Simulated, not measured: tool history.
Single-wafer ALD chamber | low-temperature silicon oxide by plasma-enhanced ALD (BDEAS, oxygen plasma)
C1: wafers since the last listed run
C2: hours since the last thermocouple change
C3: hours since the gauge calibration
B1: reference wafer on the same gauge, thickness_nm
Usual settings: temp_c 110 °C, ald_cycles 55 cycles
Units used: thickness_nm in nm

run 1 hour=0 | temp_c=110 ald_cycles=51 | C1=0 C2=2293.9 C3=169.6 | B1=8.41 | thickness_nm=7.999
run 2 hour=9.1 | temp_c=110 ald_cycles=51 | C1=59 C2=2303 C3=178.7 | B1=8.397 | thickness_nm=7.987
run 3 hour=22.6 | temp_c=110 ald_cycles=51 | C1=87 C2=2316.5 C3=192.2 | B1=8.401 | thickness_nm=7.992
run 4 hour=40.1 | temp_c=99 ald_cycles=55 | C1=113 C2=2334 C3=209.7 | B1=8.402 | thickness_nm=8.793
run 5 hour=46.3 | temp_c=99 ald_cycles=55 | C1=40 C2=2340.2 C3=215.9 | B1=8.4 | thickness_nm=8.819
run 6 hour=65.4 | temp_c=99 ald_cycles=55 | C1=124 C2=2359.3 C3=235 | B1=8.405 | thickness_nm=8.766
run 7 hour=77.4 | temp_c=110 ald_cycles=47 | C1=78 C2=2371.3 C3=247 | B1=8.396 | thickness_nm=7.366
run 8 hour=88.8 | temp_c=110 ald_cycles=55 | C1=74 C2=2382.7 C3=258.4 | B1=8.406 | thickness_nm=8.637
run 9 hour=102.8 | temp_c=119 ald_cycles=55 | C1=91 C2=2396.7 C3=272.4 | B1=8.397 | thickness_nm=8.529
run 10 hour=153 | temp_c=119 ald_cycles=55 | C1=326 C2=2446.9 C3=322.6 | B1=8.405 | thickness_nm=8.504
run 11 hour=166.8 | temp_c=110 ald_cycles=55 | C1=89 C2=2460.7 C3=336.4 | B1=8.405 | thickness_nm=8.625
run 12 hour=210.7 | temp_c=110 ald_cycles=55 | C1=285 C2=2504.6 C3=380.3 | B1=8.405 | thickness_nm=8.661
run 13 hour=227 | temp_c=110 ald_cycles=55 | C1=106 C2=2520.9 C3=396.6 | B1=8.398 | thickness_nm=8.598
run 14 hour=233 | temp_c=110 ald_cycles=55 | C1=39 C2=2526.9 C3=402.6 | B1=8.405 | thickness_nm=8.639
run 15 hour=241.7 | temp_c=110 ald_cycles=52 | C1=56 C2=2535.6 C3=411.3 | B1=8.402 | thickness_nm=8.142
run 16 hour=248.3 | temp_c=121 ald_cycles=55 | C1=42 C2=2542.2 C3=417.9 | B1=8.399 | thickness_nm=8.471
run 17 hour=258.1 | temp_c=121 ald_cycles=55 | C1=63 C2=2552 C3=427.7 | B1=8.401 | thickness_nm=8.486
run 18 hour=269.8 | temp_c=110 ald_cycles=49 | C1=76 C2=2563.7 C3=439.4 | B1=8.397 | thickness_nm=7.715
run 19 hour=276 | temp_c=110 ald_cycles=49 | C1=40 C2=2569.9 C3=445.6 | B1=8.397 | thickness_nm=7.698
run 20 hour=288.7 | temp_c=110 ald_cycles=49 | C1=82 C2=2582.6 C3=458.3 | B1=8.407 | thickness_nm=7.688
run 21 hour=295.6 | temp_c=116 ald_cycles=55 | C1=44 C2=2589.5 C3=465.2 | B1=8.395 | thickness_nm=8.544
run 22 hour=306.4 | temp_c=105 ald_cycles=59 | C1=70 C2=2600.3 C3=476 | B1=8.402 | thickness_nm=9.346
run 23 hour=319.1 | temp_c=116 ald_cycles=45 | C1=82 C2=2613 C3=488.7 | B1=8.4 | thickness_nm=6.986
run 24 hour=336.1 | temp_c=110 ald_cycles=61 | C1=110 C2=2630 C3=505.7 | B1=8.399 | thickness_nm=9.627
run 25 hour=342.7 | temp_c=110 ald_cycles=55 | C1=42 C2=2636.6 C3=512.3 | B1=8.398 | thickness_nm=8.611
run 26 hour=354.9 | temp_c=100 ald_cycles=50 | C1=79 C2=2648.8 C3=524.5 | B1=8.402 | thickness_nm=7.956
run 27 hour=364.3 | temp_c=120 ald_cycles=58 | C1=61 C2=2658.2 C3=533.9 | B1=8.399 | thickness_nm=8.938
run 28 hour=379.6 | temp_c=116 ald_cycles=45 | C1=99 C2=2673.5 C3=549.2 | B1=8.404 | thickness_nm=7.016
run 29 hour=393.2 | temp_c=119 ald_cycles=65 | C1=88 C2=2687.1 C3=562.8 | B1=8.389 | thickness_nm=10.055
-- hour=402.7 gauge calibrated
run 30 hour=409.3 | temp_c=102 ald_cycles=60 | C1=104 C2=2703.2 C3=6.6 | B1=8.406 | thickness_nm=9.524
run 31 hour=417.9 | temp_c=110 ald_cycles=58 | C1=56 C2=2711.8 C3=15.2 | B1=8.402 | thickness_nm=9.072
run 32 hour=441.3 | temp_c=119 ald_cycles=55 | C1=152 C2=2735.2 C3=38.6 | B1=8.405 | thickness_nm=8.545
run 33 hour=455.4 | temp_c=110 ald_cycles=63 | C1=91 C2=2749.3 C3=52.7 | B1=8.397 | thickness_nm=9.871
run 34 hour=462.2 | temp_c=110 ald_cycles=55 | C1=44 C2=2756.1 C3=59.5 | B1=8.392 | thickness_nm=8.623
-- hour=472.4 thermocouple changed; heater temperature recalibrated
run 35 hour=473.6 | temp_c=117 ald_cycles=55 | C1=22 C2=1.2 C3=70.9 | B1=8.4 | thickness_nm=8.54
run 36 hour=487.5 | temp_c=120 ald_cycles=50 | C1=90 C2=15.1 C3=84.8 | B1=8.405 | thickness_nm=7.714
run 37 hour=501.7 | temp_c=110 ald_cycles=59 | C1=92 C2=29.3 C3=99 | B1=8.403 | thickness_nm=9.267
run 38 hour=516.4 | temp_c=110 ald_cycles=55 | C1=95 C2=44 C3=113.7 | B1=8.406 | thickness_nm=8.662
run 39 hour=523 | temp_c=110 ald_cycles=55 | C1=42 C2=50.6 C3=120.3 | B1=8.399 | thickness_nm=8.657
run 40 hour=539.9 | temp_c=102 ald_cycles=49 | C1=110 C2=67.5 C3=137.2 | B1=8.403 | thickness_nm=7.796
run 41 hour=546.3 | temp_c=118 ald_cycles=60 | C1=41 C2=73.9 C3=143.6 | B1=8.405 | thickness_nm=9.303
run 42 hour=599.7 | temp_c=99 ald_cycles=59 | C1=347 C2=127.3 C3=197 | B1=8.404 | thickness_nm=9.444
run 43 hour=608.4 | temp_c=122 ald_cycles=45 | C1=56 C2=136 C3=205.7 | B1=8.391 | thickness_nm=6.901

4 ways to go on from here, each from the tool as it stands after run 43. What would each give?
run A hour=608.9 | temp_c=118 ald_cycles=55 | C1=3 C2=136.5 C3=206.2 | B1=? | thickness_nm=?
run B hour=608.9 | temp_c=110 ald_cycles=64 | C1=3 C2=136.5 C3=206.2 | B1=? | thickness_nm=?
run C hour=608.9 | temp_c=102 ald_cycles=48 | C1=3 C2=136.5 C3=206.2 | B1=? | thickness_nm=?
run D hour=608.9 | temp_c=102 ald_cycles=47 | C1=3 C2=136.5 C3=206.2 | B1=? | thickness_nm=?

run=A B1=8.411 thickness_nm=8.474
run=B B1=8.411 thickness_nm=9.99
run=C B1=8.411 thickness_nm=7.59
run=D B1=8.411 thickness_nm=7.431
Had the tool no hidden state, the same runs would have come out as:
run=A thickness_nm=8.474
run=B thickness_nm=9.99
run=C thickness_nm=7.59
run=D thickness_nm=7.431

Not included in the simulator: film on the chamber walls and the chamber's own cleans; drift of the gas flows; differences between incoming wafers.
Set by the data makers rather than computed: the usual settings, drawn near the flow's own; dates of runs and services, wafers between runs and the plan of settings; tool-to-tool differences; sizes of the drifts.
